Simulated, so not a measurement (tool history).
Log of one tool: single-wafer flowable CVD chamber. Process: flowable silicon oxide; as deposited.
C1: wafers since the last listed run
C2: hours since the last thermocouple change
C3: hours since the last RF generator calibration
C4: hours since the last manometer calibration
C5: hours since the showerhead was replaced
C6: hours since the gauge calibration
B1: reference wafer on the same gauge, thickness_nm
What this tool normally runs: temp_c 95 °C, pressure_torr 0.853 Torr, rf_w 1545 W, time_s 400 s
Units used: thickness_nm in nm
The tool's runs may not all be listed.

Run 1, day 0: usual settings; C1 0; C2 2678.3; C3 1363.5; C4 337.9; C5 3082.5; C6 230.4; B1 240.959. Result: thickness_nm 284.21 nm.
Run 2, day 2.229: usual settings; C1 217; C2 2731.8; C3 1417; C4 391.4; C5 3136; C6 283.9; B1 240.802. Result: thickness_nm 282.446 nm.
Run 3, day 5.208: usual settings; C1 290; C2 2803.3; C3 1488.5; C4 462.9; C5 3207.5; C6 355.4; B1 240.921. Result: thickness_nm 282.262 nm.
At day 7.296: showerhead replaced.
Run 4, day 7.317: usual settings; C1 173; C2 2853.9; C3 1539.1; C4 513.5; C5 0.5; C6 406; B1 240.576. Result: thickness_nm 281.957 nm.
Run 5, day 9.571: usual settings; C1 219; C2 2908; C3 1593.2; C4 567.6; C5 54.6; C6 460.1; B1 240.708. Result: thickness_nm 281.575 nm.
At day 10.075: RF generator calibrated.
Run 6, day 11.888: usual settings; C1 193; C2 2963.6; C3 43.5; C4 623.2; C5 110.2; C6 515.7; B1 241.088. Result: thickness_nm 280.866 nm.
Run 7, day 14.783: usual settings but temp_c 83 °C, pressure_torr 0.747 Torr, time_s 330 s; C1 282; C2 3033.1; C3 113; C4 692.7; C5 179.7; C6 585.2; B1 241.285. Result: thickness_nm 306.606 nm.
At day 17.462: thermocouple changed; heater temperature recalibrated.
Run 8, day 17.483: usual settings but pressure_torr 0.641 Torr, rf_w 1810 W, time_s 476 s; C1 230; C2 0.5; C3 177.8; C4 757.5; C5 244.5; C6 650; B1 241.496. Result: thickness_nm 261.255 nm.
Run 9, day 20.288: usual settings but temp_c 84 °C, time_s 473 s; C1 273; C2 67.8; C3 245.1; C4 824.8; C5 311.8; C6 717.3; B1 240.829. Result: thickness_nm 483.197 nm.
Run 10, day 22.362: usual settings; C1 202; C2 117.6; C3 294.9; C4 874.6; C5 361.6; C6 767.1; B1 240.749. Result: thickness_nm 276.738 nm.
Run 11, day 23.567: usual settings but pressure_torr 0.641 Torr, rf_w 1810 W, time_s 476 s; C1 117; C2 146.5; C3 323.8; C4 903.5; C5 390.5; C6 796; B1 241.122. Result: thickness_nm 255.667 nm.
Run 12, day 26.329: usual settings but pressure_torr 0.746 Torr, time_s 378 s; C1 269; C2 212.8; C3 390.1; C4 969.8; C5 456.8; C6 862.3; B1 240.432. Result: thickness_nm 226.619 nm.
Run 13, day 29: usual settings but rf_w 1440 W; C1 260; C2 276.9; C3 454.2; C4 1033.9; C5 520.9; C6 926.4; B1 240.801. Result: thickness_nm 263.636 nm.
Run 14, day 31.479: usual settings but pressure_torr 0.66 Torr, rf_w 1855 W; C1 241; C2 336.4; C3 513.7; C4 1093.4; C5 580.4; C6 985.9; B1 241.313. Result: thickness_nm 222.116 nm.
Run 15, day 34.417: usual settings; C1 286; C2 406.9; C3 584.2; C4 1163.9; C5 650.9; C6 1056.4; B1 240.627. Result: thickness_nm 274.269 nm.
Run 16, day 37.167: usual settings but rf_w 1390 W; C1 268; C2 472.9; C3 650.2; C4 1229.9; C5 716.9; C6 1122.4; B1 241.641. Result: thickness_nm 257.426 nm.
At day 38.562: capacitance manometer re-zeroed and calibrated.
Run 17, day 39.958: usual settings but pressure_torr 1.044 Torr, rf_w 1720 W, time_s 460 s; C1 239; C2 539.9; C3 717.2; C4 33.5; C5 783.9; C6 1189.4; B1 241.308. Result: thickness_nm 424.327 nm.
Run 18, day 42.171: usual settings but time_s 444 s; C1 215; C2 593; C3 770.3; C4 86.6; C5 837; C6 1242.5; B1 241.302. Result: thickness_nm 325.867 nm.
Run 19, day 43.371: usual settings but pressure_torr 0.671 Torr, time_s 371 s; C1 117; C2 621.8; C3 799.1; C4 115.4; C5 865.8; C6 1271.3; B1 241.624. Result: thickness_nm 213.248 nm.
Run 20, day 45.517: usual settings; C1 209; C2 673.3; C3 850.6; C4 166.9; C5 917.3; C6 1322.8; B1 240.457. Result: thickness_nm 292.936 nm.
Run 21, day 48.267: usual settings but pressure_torr 0.672 Torr, rf_w 1695 W; C1 268; C2 739.3; C3 916.6; C4 232.9; C5 983.3; C6 1388.8; B1 241.214. Result: thickness_nm 235.094 nm.
Run 22, day 49.65: usual settings but temp_c 81 °C; C1 134; C2 772.5; C3 949.8; C4 266.1; C5 1016.5; C6 1422; B1 240.895. Result: thickness_nm 478.339 nm.
Run 23, day 51.95: usual settings; C1 224; C2 827.7; C3 1005; C4 321.3; C5 1071.7; C6 1477.2; B1 241.238. Result: thickness_nm 289.895 nm.
Run 24, day 54.333: usual settings but temp_c 105 °C; C1 232; C2 884.9; C3 1062.2; C4 378.5; C5 1128.9; C6 1534.4; B1 241.037. Result: thickness_nm 198.057 nm.
Run 25, day 57.275: usual settings but rf_w 1800 W, time_s 446 s; C1 286; C2 955.5; C3 1132.8; C4 449.1; C5 1199.5; C6 1605; B1 241.098. Result: thickness_nm 342.162 nm.
Run 26, day 58.475: usual settings but temp_c 86 °C, pressure_torr 1.047 Torr, rf_w 1830 W, time_s 436 s; C1 117; C2 984.3; C3 1161.6; C4 477.9; C5 1228.3; C6 1633.8; B1 241.407. Result: thickness_nm 564.917 nm.
Run 27, day 60.096: usual settings; C1 158; C2 1023.2; C3 1200.5; C4 516.8; C5 1267.2; C6 1672.7; B1 241.123. Result: thickness_nm 286.022 nm.
Run 28, day 66.454: usual settings but temp_c 83 °C, rf_w 1365 W; C1 620; C2 1175.8; C3 1353.1; C4 669.4; C5 1419.8; C6 1825.3; B1 241.688. Result: thickness_nm 415.688 nm.

Branching from run 28: 4 alternative next runs. What would each branch give?
Run A, day 66.475: usual settings but temp_c 90 °C; C1 2; C2 1176.3; C3 1353.6; C4 669.9; C5 1420.3; C6 1825.8; B1 ?. Result: thickness_nm ?.
Run B, day 66.475: usual settings but temp_c 89 °C, time_s 468 s; C1 2; C2 1176.3; C3 1353.6; C4 669.9; C5 1420.3; C6 1825.8; B1 ?. Result: thickness_nm ?.
Run C, day 66.475: usual settings but rf_w 1385 W; C1 2; C2 1176.3; C3 1353.6; C4 669.9; C5 1420.3; C6 1825.8; B1 ?. Result: thickness_nm ?.
Run D, day 66.475: usual settings but temp_c 89 °C, rf_w 1290 W; C1 2; C2 1176.3; C3 1353.6; C4 669.9; C5 1420.3; C6 1825.8; B1 ?. Result: thickness_nm ?.

run       B1  thickness_nm
  A  241.083       340.941
  B  241.083       412.454
  C  241.083       269.517
  D  241.083       325.931
Stripped of hidden state, with their random variation kept, the same runs would have yielded:
run  thickness_nm
  A       349.118
  B       422.347
  C       275.981
  D       333.748
